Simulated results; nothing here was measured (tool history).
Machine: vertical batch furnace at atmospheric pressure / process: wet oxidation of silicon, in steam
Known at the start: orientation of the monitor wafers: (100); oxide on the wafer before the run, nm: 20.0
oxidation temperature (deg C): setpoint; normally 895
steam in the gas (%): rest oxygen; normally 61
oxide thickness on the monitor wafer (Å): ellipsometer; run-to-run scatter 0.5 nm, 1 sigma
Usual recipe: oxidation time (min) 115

| run | hour | oxidation temperature (deg C) | oxidation time (min) | steam in the gas (%) | wafers since the last listed run | hours since the last temperature calibration | hours since the steam generator was serviced | hours since the gauge calibration | read-back reference wafer on the same gauge, thickness | oxide thickness on the monitor wafer (Å) |
|---|---|---|---|---|---|---|---|---|---|---|
| 1 | 0 | 895 | 115 | 61 | 0 | 3115.9 | 3000.6 | 535.9 | 170.09 | 1817.4 |
| 2 | 26.1 | 895 | 115 | 61 | 260 | 3142 | 3026.7 | 562 | 170.03 | 1811.6 |
| 3 | 58.2 | 895 | 115 | 61 | 320 | 3174.1 | 3058.8 | 594.1 | 169.99 | 1808.1 |
| 4 | 91.9 | 895 | 115 | 61 | 335 | 3207.8 | 3092.5 | 627.8 | 169.94 | 1809.8 |
| 5 | 120 | 895 | 115 | 61 | 280 | 3235.9 | 3120.6 | 655.9 | 170.12 | 1823.8 |
| 6 | 146.5 | 895 | 115 | 61 | 264 | 3262.4 | 3147.1 | 682.4 | 170.03 | 1816.3 |
| 7 | 171.9 | 904 | 115 | 70 | 253 | 3287.8 | 3172.5 | 707.8 | 169.99 | 2266 |
| 8 | 184.6 | 904 | 115 | 70 | 126 | 3300.5 | 3185.2 | 720.5 | 170.02 | 2257.3 |
| 9 | 200.7 | 895 | 115 | 61 | 160 | 3316.6 | 3201.3 | 736.6 | 170.06 | 1818.3 |
| 10 | 231.2 | 895 | 115 | 61 | 304 | 3347.1 | 3231.8 | 767.1 | 169.98 | 1809.3 |
| 11 | 248.6 | 895 | 115 | 61 | 173 | 3364.5 | 3249.2 | 784.5 | 170.01 | 1810.5 |
| 12 | 264 | 895 | 115 | 61 | 153 | 3379.9 | 3264.6 | 799.9 | 170 | 1815.1 |
|  | 281.9 | gauge calibrated |
| 13 | 296.7 | 895 | 115 | 61 | 326 | 3412.6 | 3297.3 | 14.8 | 169.96 | 1813.3 |
|  | 329.6 | steam generator serviced |
| 14 | 330.1 | 895 | 115 | 61 | 93 | 3446 | 0.5 | 48.2 | 170.02 | 1751.4 |
| 15 | 352.8 | 905 | 143 | 53 | 226 | 3468.7 | 23.2 | 70.9 | 170.03 | 2099 |
| 16 | 385.2 | 895 | 115 | 72 | 323 | 3501.1 | 55.6 | 103.3 | 169.95 | 1994.4 |
|  | 414.5 | steam generator serviced, repeated, since the last time left the tool worse |
| 17 | 415 | 895 | 115 | 61 | 57 | 3530.9 | 0.5 | 133.1 | 170.03 | 1894.7 |
| 18 | 431 | 895 | 115 | 61 | 159 | 3546.9 | 16.5 | 149.1 | 170.06 | 1889.9 |
|  | 467.8 | thermocouples replaced and temperature profile calibrated |
| 19 | 468.3 | 905 | 58 | 56 | 132 | 0.5 | 53.8 | 186.4 | 170.02 | 1176.8 |
| 20 | 482.2 | 908 | 115 | 72 | 138 | 14.4 | 67.7 | 200.3 | 169.91 | 2512 |

Forecast run 21:
| 21 | 497.4 | 871 | 115 | 73 | 151 | 29.6 | 82.9 | 215.5 | ? | ? |

{"run 21": {"read-back reference wafer on the same gauge, thickness": 169.96, "oxide thickness on the monitor wafer (Å)": 1591.7}}
Were there no unlogged condition in the tool, this run, its random variation unchanged, would have produced oxide thickness on the monitor wafer (Å) 1603.9.
